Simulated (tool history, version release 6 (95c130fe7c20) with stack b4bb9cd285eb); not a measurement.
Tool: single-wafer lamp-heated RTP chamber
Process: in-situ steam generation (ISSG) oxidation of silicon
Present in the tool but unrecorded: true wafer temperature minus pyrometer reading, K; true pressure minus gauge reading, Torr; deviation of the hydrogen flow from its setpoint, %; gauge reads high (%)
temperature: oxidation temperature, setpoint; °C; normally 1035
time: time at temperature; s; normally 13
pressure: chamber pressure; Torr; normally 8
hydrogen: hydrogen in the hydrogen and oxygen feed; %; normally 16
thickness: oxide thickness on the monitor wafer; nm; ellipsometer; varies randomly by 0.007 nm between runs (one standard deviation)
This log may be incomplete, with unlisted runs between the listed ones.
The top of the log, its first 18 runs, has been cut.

| run | hour | temperature | time | pressure | hydrogen | wafers since the last listed run | wafers since the last pyrometer calibration | hours since the pressure gauge was zeroed | hours since the hydrogen flow controller was replaced | hours since the gauge calibration | read-back reference wafer on the same gauge, thickness | thickness |
|---|---|---|---|---|---|---|---|---|---|---|---|---|
| 19 | 427.7 | 1035 | 16 | 8 | 12 | 394 | 1251 | 1718.8 | 3763.2 | 308.2 | 4.457 | 4.823 |
| 20 | 459.4 | 1035 | 13 | 8 | 16 | 427 | 1678 | 1750.5 | 3794.9 | 339.9 | 4.461 | 4.644 |
| 21 | 473.3 | 1017 | 14 | 8.7 | 16 | 187 | 1865 | 1764.4 | 3808.8 | 353.8 | 4.461 | 4.46 |
|  | 486.8 | hydrogen flow controller replaced |
| 22 | 488.9 | 1021 | 13 | 8 | 25 | 102 | 1968 | 1780 | 2.1 | 369.4 | 4.461 | 4.892 |
|  | 509.5 | pressure gauge zeroed |
| 23 | 517.4 | 1035 | 13 | 7 | 23 | 276 | 2244 | 7.9 | 30.6 | 397.9 | 4.46 | 5.077 |
| 24 | 540.9 | 1035 | 13 | 8 | 16 | 316 | 2561 | 31.4 | 54.1 | 421.4 | 4.457 | 4.644 |
| 25 | 573.5 | 1035 | 16 | 8 | 12 | 439 | 3000 | 64 | 86.7 | 454 | 4.457 | 4.839 |
| 26 | 587.9 | 1035 | 13 | 8 | 11 | 194 | 3195 | 78.4 | 101.1 | 468.4 | 4.461 | 4.279 |

Forecast run 27:
|  | 675.9 | pyrometer window cleaned and pyrometer calibrated |
| 27 | 682.5 | 1051 | 13 | 8 | 16 | 1167 | 89 | 173 | 195.7 | 563 | ? | ? |

{"run 27": {"read-back reference wafer on the same gauge, thickness": 4.461, "thickness": 5.024}}
Had the tool carried no hidden state, the very same run would have given thickness 5.018 nm.

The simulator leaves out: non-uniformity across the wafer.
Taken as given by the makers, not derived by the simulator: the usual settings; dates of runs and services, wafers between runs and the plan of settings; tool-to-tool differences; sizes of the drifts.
